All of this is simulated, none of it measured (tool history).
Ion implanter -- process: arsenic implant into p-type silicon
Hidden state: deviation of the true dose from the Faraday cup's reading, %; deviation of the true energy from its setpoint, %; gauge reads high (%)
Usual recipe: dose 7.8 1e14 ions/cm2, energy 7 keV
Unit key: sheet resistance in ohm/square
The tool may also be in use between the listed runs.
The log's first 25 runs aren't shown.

| run | hour | dose | energy | wafers since the last listed run | hours since the last dose calibration | hours since the extraction supply was calibrated | hours since the gauge calibration | read-back reference wafer on the same gauge, sheet resistance | sheet resistance |
|---|---|---|---|---|---|---|---|---|---|
|  | 2234.6 | Faraday cup replaced and dose calibrated |
| 26 | 2235.1 | 7.8 | 5.5 | 1800 | 0.5 | 6888.5 | 427.2 | 223.23 | 192.88 |
| 27 | 2294.6 | 7.8 | 7 | 1400 | 60 | 6948 | 486.7 | 223.01 | 188 |
|  | 2336.1 | extraction supply calibrated |
| 28 | 2337.1 | 7 | 6 | 812 | 102.5 | 1 | 529.2 | 223 | 201.48 |
| 29 | 2380.4 | 9.22 | 4.5 | 1019 | 145.8 | 44.3 | 572.5 | 223.08 | 183.68 |
| 30 | 2472 | 8.45 | 5.5 | 2155 | 237.4 | 135.9 | 664.1 | 223 | 185.72 |
| 31 | 2544.1 | 8.67 | 9 | 1697 | 309.5 | 208 | 736.2 | 223.08 | 173.54 |
| 32 | 2592.8 | 9.75 | 5.5 | 1146 | 358.2 | 256.7 | 784.9 | 223.17 | 176.28 |
| 33 | 2699.6 | 8.86 | 8.5 | 2513 | 465 | 363.5 | 891.7 | 223.38 | 172.84 |
| 34 | 2753.4 | 8.9 | 7 | 1266 | 518.8 | 417.3 | 945.5 | 223.09 | 176.66 |
| 35 | 2798.4 | 8.76 | 7 | 1059 | 563.8 | 462.3 | 990.5 | 222.88 | 178.44 |
| 36 | 2880.5 | 8.59 | 8.5 | 1932 | 645.9 | 544.4 | 1072.6 | 223.21 | 175.17 |
| 37 | 2974.2 | 8.71 | 5.5 | 2205 | 739.6 | 638.1 | 1166.3 | 223.18 | 183.77 |

Forecast each of these 4 alternatives for the next run:
| A | 2974.6 | 8.78 | 7 | 9 | 740 | 638.5 | 1166.7 | ? | ? |
| B | 2974.6 | 8.62 | 5 | 9 | 740 | 638.5 | 1166.7 | ? | ? |
| C | 2974.6 | 8.64 | 7 | 9 | 740 | 638.5 | 1166.7 | ? | ? |
| D | 2974.6 | 6.88 | 5 | 9 | 740 | 638.5 | 1166.7 | ? | ? |

| run | read-back reference wafer on the same gauge, sheet resistance | sheet resistance |
|---|---|---|
| A | 222.91 | 177.27 |
| B | 222.91 | 185.89 |
| C | 222.91 | 178.49 |
| D | 222.91 | 205.66 |
Without the tool's unlogged condition, the same runs would have read:
| run | sheet resistance |
|---|---|
| A | 177.13 |
| B | 185.74 |
| C | 178.35 |
| D | 205.5 |
